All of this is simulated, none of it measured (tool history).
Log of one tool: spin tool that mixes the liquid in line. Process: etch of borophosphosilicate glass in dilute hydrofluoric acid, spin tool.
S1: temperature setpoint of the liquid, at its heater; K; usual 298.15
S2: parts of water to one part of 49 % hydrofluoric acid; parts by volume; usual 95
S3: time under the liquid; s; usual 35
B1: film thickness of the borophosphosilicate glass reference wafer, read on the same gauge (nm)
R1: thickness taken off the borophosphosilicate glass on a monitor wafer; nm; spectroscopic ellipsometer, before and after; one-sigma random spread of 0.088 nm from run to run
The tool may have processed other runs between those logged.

run   hour      S1   S2  S3      B1     R1
  1    0.0  298.15   95  35  120.01  17.79
  2   12.9  298.15   95  35  120.03  17.94
  3   34.1  298.15   95  35  119.99  17.86
  4   58.9  298.15   95  35  120.00  17.91
  5   72.9  299.15   95  35  120.02  18.60
  6   92.3  299.15   95  35  119.99  18.77
  7  133.5  298.15   95  35  120.01  17.82
  8  150.0  298.15   95  35  120.03  17.97
  9  173.8  298.15   95  35  120.02  18.03
 10  187.6  294.15   95  35  120.01  15.51
 11  206.2  298.15   95  20  120.00  10.41
 12  226.7  298.15  115  55  120.01  22.72
 13  246.0  300.15   95  35  120.01  19.52
 14  273.7  298.15   95  35  119.99  16.23
 15  299.0  298.15   95  35  119.98  16.34
 16  331.5  301.65   55  40  120.03  38.92
 17  365.9  296.15  130  45  119.97  13.70
 18  393.4  294.15   95  55  119.99  22.01
 19  422.2  294.65  140  35  119.98   9.19
 20  452.0  298.15   45  35  120.00  36.57
 21  475.6  293.65   60  20  120.01  12.91
 22  500.1  302.15   95  35  120.02  19.04
 23  531.7  298.15   95  35  120.01  16.32
 24  544.4  298.15   95  35  119.97  16.41
 25  571.2  296.15   65  45  120.02  29.51
 26  602.7  298.15   95  35  120.01  16.39
 27  633.6  294.15   80  45  119.96  21.98
 28  678.8  293.65  125  50  119.99  14.48
 29  698.9  298.15  135  45  120.02  14.16
 30  718.0  294.15   95  45  120.02  18.05
 31  746.6  295.15  140  25  119.98   6.76
 32  769.8  298.15   95  40  120.01  18.84

Removed from this log: 3 entries logged between the listed runs. Between which two listed runs does each belong, and how does the tool's hidden state at the listed run before it compare with that at the listed run after it?
Runs 2 to 3: gauge calibrated (hour 21.3)
  liquid hotter than its thermometer reads (K): 2.71 -> 2.73
  measured minus no-state result, R1: +1.80 -> +1.80 nm
Runs 6 to 7: hydrofluoric acid flow meter replaced (hour 121.7)
  liquid hotter than its thermometer reads (K): 2.78 -> 2.82
  measured minus no-state result, R1: +1.91 -> +1.85 nm
Runs 13 to 14: thermometer replaced (hour 261.0)
  liquid hotter than its thermometer reads (K): 2.92 -> 0.283
  measured minus no-state result, R1: +2.06 -> +0.18 nm
